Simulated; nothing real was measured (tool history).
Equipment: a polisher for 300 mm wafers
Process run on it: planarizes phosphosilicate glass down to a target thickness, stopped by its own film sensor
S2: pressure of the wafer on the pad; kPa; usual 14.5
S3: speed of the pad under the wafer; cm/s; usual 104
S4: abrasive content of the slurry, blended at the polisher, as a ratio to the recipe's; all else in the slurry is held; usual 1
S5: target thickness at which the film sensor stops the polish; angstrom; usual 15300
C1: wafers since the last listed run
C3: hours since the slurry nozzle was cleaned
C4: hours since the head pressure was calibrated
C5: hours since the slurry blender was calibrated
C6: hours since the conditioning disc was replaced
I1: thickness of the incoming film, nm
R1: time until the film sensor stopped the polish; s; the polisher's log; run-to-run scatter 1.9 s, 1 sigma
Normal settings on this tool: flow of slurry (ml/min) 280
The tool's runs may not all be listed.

run 1 hour=0 | flow_of_slurry_(ml/min)=280 S2=11 S3=104 S4=1 S5=16130 | C1=0 wafers_polished_on_this_pad=899 C3=350.5 C4=514.5 C5=238.7 C6=305.7 | I1=2136.5 | R1=107.5
run 2 hour=12.5 | flow_of_slurry_(ml/min)=280 S2=11 S3=104 S4=1 S5=16130 | C1=111 wafers_polished_on_this_pad=1010 C3=363 C4=527 C5=251.2 C6=318.2 | I1=2133.9 | R1=107
-- hour=19.2 worn pad replaced by a new one
run 3 hour=22.1 | flow_of_slurry_(ml/min)=280 S2=11 S3=104 S4=1 S5=16130 | C1=49 wafers_polished_on_this_pad=26 C3=372.6 C4=536.6 C5=260.8 C6=327.8 | I1=2128.4 | R1=106.5
run 4 hour=29.6 | flow_of_slurry_(ml/min)=280 S2=14.5 S3=94 S4=1 S5=15300 | C1=66 wafers_polished_on_this_pad=92 C3=380.1 C4=544.1 C5=268.3 C6=335.3 | I1=2137.8 | R1=114
run 5 hour=82.5 | flow_of_slurry_(ml/min)=280 S2=14.5 S3=94 S4=1 S5=15300 | C1=470 wafers_polished_on_this_pad=563 C3=433 C4=597 C5=321.2 C6=388.2 | I1=2141.5 | R1=116.9
run 6 hour=97.3 | flow_of_slurry_(ml/min)=280 S2=14.5 S3=104 S4=1 S5=14000 | C1=131 wafers_polished_on_this_pad=695 C3=447.8 C4=611.8 C5=336 C6=403 | I1=2127.8 | R1=128.8
run 7 hour=104.9 | flow_of_slurry_(ml/min)=280 S2=14.5 S3=104 S4=1 S5=14000 | C1=67 wafers_polished_on_this_pad=762 C3=455.4 C4=619.4 C5=343.6 C6=410.6 | I1=2101.6 | R1=123.7
-- hour=145.4 slurry blender recalibrated
run 8 hour=146.1 | flow_of_slurry_(ml/min)=280 S2=14.5 S3=104 S4=1 S5=14000 | C1=348 wafers_polished_on_this_pad=1111 C3=496.6 C4=660.6 C5=0.7 C6=451.8 | I1=2163.3 | R1=133.1
-- hour=163.7 worn pad replaced by a new one
run 9 hour=164.2 | flow_of_slurry_(ml/min)=355 S2=14.5 S3=104 S4=1 S5=13840 | C1=125 wafers_polished_on_this_pad=4 C3=514.7 C4=678.7 C5=18.8 C6=469.9 | I1=2133.7 | R1=127.7
-- hour=175.9 head pressure recalibrated
run 10 hour=176.5 | flow_of_slurry_(ml/min)=355 S2=14.5 S3=104 S4=1 S5=13840 | C1=91 wafers_polished_on_this_pad=95 C3=527 C4=0.6 C5=31.1 C6=482.2 | I1=2125 | R1=128.7
-- hour=182.2 slurry nozzle cleaned
run 11 hour=192.8 | flow_of_slurry_(ml/min)=355 S2=14.5 S3=104 S4=1 S5=13840 | C1=136 wafers_polished_on_this_pad=231 C3=10.6 C4=16.9 C5=47.4 C6=498.5 | I1=2129.1 | R1=126.6
run 12 hour=203.9 | flow_of_slurry_(ml/min)=280 S2=14.5 S3=104 S4=1 S5=15300 | C1=98 wafers_polished_on_this_pad=330 C3=21.7 C4=28 C5=58.5 C6=509.6 | I1=2104.7 | R1=102.9
run 13 hour=216.4 | flow_of_slurry_(ml/min)=280 S2=14.5 S3=104 S4=0.8 S5=13440 | C1=111 wafers_polished_on_this_pad=441 C3=34.2 C4=40.5 C5=71 C6=522.1 | I1=2117.6 | R1=141.2
run 14 hour=232.7 | flow_of_slurry_(ml/min)=240 S2=14.5 S3=104 S4=1 S5=15300 | C1=144 wafers_polished_on_this_pad=586 C3=50.5 C4=56.8 C5=87.3 C6=538.4 | I1=2127 | R1=105.1
-- hour=247.9 conditioning disc replaced and pad reconditioned
run 15 hour=248.4 | flow_of_slurry_(ml/min)=280 S2=14.5 S3=104 S4=1 S5=15300 | C1=121 wafers_polished_on_this_pad=708 C3=66.2 C4=72.5 C5=103 C6=0.5 | I1=2106.5 | R1=100.2
run 16 hour=264.5 | flow_of_slurry_(ml/min)=335 S2=12.4 S3=104 S4=1 S5=15300 | C1=143 wafers_polished_on_this_pad=851 C3=82.3 C4=88.6 C5=119.1 C6=16.6 | I1=2103 | R1=104.1
run 17 hour=275.3 | flow_of_slurry_(ml/min)=280 S2=14.5 S3=86 S4=1.2 S5=15300 | C1=96 wafers_polished_on_this_pad=947 C3=93.1 C4=99.4 C5=129.9 C6=27.4 | I1=2135.3 | R1=119.4
run 18 hour=283.3 | flow_of_slurry_(ml/min)=195 S2=14.5 S3=124 S4=1.2 S5=15300 | C1=71 wafers_polished_on_this_pad=1018 C3=101.1 C4=107.4 C5=137.9 C6=35.4 | I1=2119.7 | R1=87.4
-- hour=290.2 worn pad replaced by a new one
run 19 hour=298.5 | flow_of_slurry_(ml/min)=190 S2=17.2 S3=104 S4=1 S5=17390 | C1=99 wafers_polished_on_this_pad=73 C3=116.3 C4=122.6 C5=153.1 C6=50.6 | I1=2123.1 | R1=62.9
run 20 hour=306.7 | flow_of_slurry_(ml/min)=280 S2=16.5 S3=104 S4=1.15 S5=15300 | C1=72 wafers_polished_on_this_pad=146 C3=124.5 C4=130.8 C5=161.3 C6=58.8 | I1=2127.9 | R1=92.7
run 21 hour=313 | flow_of_slurry_(ml/min)=280 S2=11 S3=104 S4=0.75 S5=15300 | C1=56 wafers_polished_on_this_pad=202 C3=130.8 C4=137.1 C5=167.6 C6=65.1 | I1=2143.5 | R1=135.1
run 22 hour=324 | flow_of_slurry_(ml/min)=355 S2=14.5 S3=104 S4=1 S5=13840 | C1=97 wafers_polished_on_this_pad=300 C3=141.8 C4=148.1 C5=178.6 C6=76.1 | I1=2141.8 | R1=133.2
run 23 hour=331.2 | flow_of_slurry_(ml/min)=280 S2=14.5 S3=104 S4=1 S5=14000 | C1=64 wafers_polished_on_this_pad=364 C3=149 C4=155.3 C5=185.8 C6=83.3 | I1=2119.7 | R1=127.6

Branching from run 23: 4 alternative next runs. What would each branch give?
run A hour=331.7 | flow_of_slurry_(ml/min)=280 S2=14.5 S3=104 S4=1 S5=15300 | C1=4 wafers_polished_on_this_pad=369 C3=149.5 C4=155.8 C5=186.3 C6=83.8 | I1=2124.5 | R1=?
run B hour=331.7 | flow_of_slurry_(ml/min)=280 S2=16.5 S3=104 S4=1.2 S5=15300 | C1=4 wafers_polished_on_this_pad=369 C3=149.5 C4=155.8 C5=186.3 C6=83.8 | I1=2124.5 | R1=?
run C hour=331.7 | flow_of_slurry_(ml/min)=280 S2=12.4 S3=128 S4=0.85 S5=13890 | C1=4 wafers_polished_on_this_pad=369 C3=149.5 C4=155.8 C5=186.3 C6=83.8 | I1=2124.5 | R1=?
run D hour=331.7 | flow_of_slurry_(ml/min)=280 S2=10.3 S3=104 S4=0.8 S5=15300 | C1=4 wafers_polished_on_this_pad=369 C3=149.5 C4=155.8 C5=186.3 C6=83.8 | I1=2124.5 | R1=?

run=A R1=102.7
run=B R1=90
run=C R1=123
run=D R1=131.5
Without the tool's hidden state the same runs would have given:
run=A R1=102.7
run=B R1=90
run=C R1=123
run=D R1=131.5

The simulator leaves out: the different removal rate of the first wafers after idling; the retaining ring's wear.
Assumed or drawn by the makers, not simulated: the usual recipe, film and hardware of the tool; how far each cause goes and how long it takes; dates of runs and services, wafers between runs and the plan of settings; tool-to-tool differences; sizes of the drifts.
